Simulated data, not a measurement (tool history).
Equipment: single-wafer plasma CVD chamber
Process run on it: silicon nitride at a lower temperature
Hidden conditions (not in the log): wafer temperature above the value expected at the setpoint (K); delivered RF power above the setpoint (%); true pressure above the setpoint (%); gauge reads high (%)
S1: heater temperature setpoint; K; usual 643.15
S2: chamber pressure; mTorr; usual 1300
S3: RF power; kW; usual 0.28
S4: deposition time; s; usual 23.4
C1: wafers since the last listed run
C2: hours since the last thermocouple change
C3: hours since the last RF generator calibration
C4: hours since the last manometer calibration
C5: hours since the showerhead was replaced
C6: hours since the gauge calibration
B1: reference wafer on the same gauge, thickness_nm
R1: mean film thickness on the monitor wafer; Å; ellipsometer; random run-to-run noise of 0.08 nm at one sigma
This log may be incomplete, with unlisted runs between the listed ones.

run,hour,S1,S2,S3,S4,C1,C2,C3,C4,C5,C6,B1,R1
1,0,643.15,1410,0.28,23.4,0,2661,1717.6,1325.3,6742.4,145.8,20.193,248.69
2,15.1,643.15,1410,0.28,23.4,357,2676.1,1732.7,1340.4,6757.5,160.9,20.189,249.25
3,31.1,643.15,1410,0.28,23.4,378,2692.1,1748.7,1356.4,6773.5,176.9,20.183,250.4
4,74.2,643.15,1300,0.28,23.4,1020,2735.2,1791.8,1399.5,6816.6,220,20.212,243.27
5,83.2,643.15,1300,0.28,23.4,213,2744.2,1800.8,1408.5,6825.6,229,20.221,243.08
6,93.2,643.15,1300,0.28,23.4,236,2754.2,1810.8,1418.5,6835.6,239,20.191,243.49
7,105.8,643.15,1300,0.28,23.4,298,2766.8,1823.4,1431.1,6848.2,251.6,20.189,244.3
8,113.7,643.15,1300,0.28,23.4,187,2774.7,1831.3,1439,6856.1,259.5,20.206,243.94
# hour 149.5: gauge calibrated
9,153.5,643.15,1300,0.28,23.4,942,2814.5,1871.1,1478.8,6895.9,4,20.2,243.15
# hour 165.4: RF generator calibrated
10,165.9,643.15,1300,0.28,23.4,104,2826.9,0.5,1491.2,6908.3,16.4,20.204,241.96
11,173.6,643.15,1300,0.28,22.2,182,2834.6,8.2,1498.9,6916,24.1,20.2,230.75
# hour 188.3: thermocouple changed; heater temperature recalibrated
12,189.5,643.15,1300,0.28,22.2,187,1.2,24.1,1514.8,6931.9,40,20.22,230.86
13,203.2,647.15,1020,0.265,20.1,324,14.9,37.8,1528.5,6945.6,53.7,20.207,185.92
# hour 219.8: showerhead replaced
14,220.3,643.15,1470,0.24,23.4,215,32,54.9,1545.6,0.5,70.8,20.213,226.31
15,220.9,656.15,1580,0.28,20.7,14,32.6,55.5,1546.2,1.1,71.4,20.205,226.43
# hour 238.2: capacitance manometer re-zeroed and calibrated
16,238.7,643.15,1410,0.28,23.4,232,50.4,73.3,0.5,18.9,89.2,20.2,250.19
17,243.5,636.15,1300,0.325,23.4,113,55.2,78.1,5.3,23.7,94,20.206,268.41
18,255.7,649.15,1050,0.315,24.9,288,67.4,90.3,17.5,35.9,106.2,20.195,260.27
19,270.8,643.15,1300,0.28,23.4,357,82.5,105.4,32.6,51,121.3,20.19,243.47
20,282,649.15,1130,0.28,23.4,265,93.7,116.6,43.8,62.2,132.5,20.195,232.86
21,290.6,643.15,1180,0.28,23.4,203,102.3,125.2,52.4,70.8,141.1,20.196,237.13
22,297.3,629.15,1170,0.325,19.6,158,109,131.9,59.1,77.5,147.8,20.208,218.99

Run 23 comes next. What will it give?
23,311.2,652.15,1120,0.28,26.4,329,122.9,145.8,73,91.4,161.7,?,?

B1: 20.21
R1: 259.98 Å
Were there no unlogged condition in the tool, this run, its random variation unchanged, would have produced R1 259.98 Å.
